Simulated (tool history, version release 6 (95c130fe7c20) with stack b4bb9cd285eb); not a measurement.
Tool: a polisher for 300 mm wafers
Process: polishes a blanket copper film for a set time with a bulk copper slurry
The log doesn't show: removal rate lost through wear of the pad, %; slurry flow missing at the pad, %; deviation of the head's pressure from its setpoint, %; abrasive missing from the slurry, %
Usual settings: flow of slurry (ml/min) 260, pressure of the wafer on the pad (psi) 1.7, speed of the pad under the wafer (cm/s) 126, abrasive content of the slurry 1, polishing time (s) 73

run,day,flow of slurry (ml/min),pressure of the wafer on the pad (psi),speed of the pad under the wafer (cm/s),abrasive content of the slurry,polishing time (s),wafers since the last listed run,wafers polished on this pad,hours since the slurry nozzle was cleaned,hours since the head pressure was calibrated,hours since the slurry blender was calibrated,"incoming thickness of the incoming film, nm",film removed (Å)
1,0,260,1.7,126,1,73,0,476,77.1,382.4,18.9,4331.5,4232
2,1.538,310,1.7,126,1,73,464,941,114,419.3,55.8,4394.5,4220
# day 3.271: worn pad replaced by a new one
3,3.592,310,1.7,126,1,73,570,96,163.3,468.6,105.1,4441.6,4225
4,4.771,310,1.7,126,1,73,356,453,191.6,496.9,133.4,4481.7,4164
5,5.967,260,1.7,126,1,73,361,814,220.3,525.6,162.1,4455.2,3984
6,8.617,295,1.7,126,1,73,801,1616,283.9,589.2,225.7,4430,3986
# day 9.225: worn pad replaced by a new one
# day 10.204: head pressure recalibrated
7,11.142,295,1.7,126,1,73,687,554,344.5,22.5,286.3,4396.2,3948
# day 12.438: slurry nozzle cleaned
8,13.421,260,1.7,126,0.75,97,676,1230,23.6,77.2,341,4396.5,4809
9,14.538,260,2.1,126,0.85,73,337,1568,50.4,104,367.8,4455.4,4588
# day 14.858: worn pad replaced by a new one
# day 14.917: slurry blender recalibrated
10,17.388,320,1.7,126,1,91,794,747,118.8,172.4,59.3,4408.4,5286
11,18.425,260,1.7,126,1,73,313,1060,143.7,197.3,84.2,4404.8,4170

The next listed run, before its measurement:
# day 20.508: worn pad replaced by a new one
12,20.671,260,2.2,104,1,73,628,49,197.6,251.2,138.1,4404.3,?

{"run 12": {"film removed (Å)": 4302}}
Without the tool's hidden state the same run would have given film removed (Å) 4617.
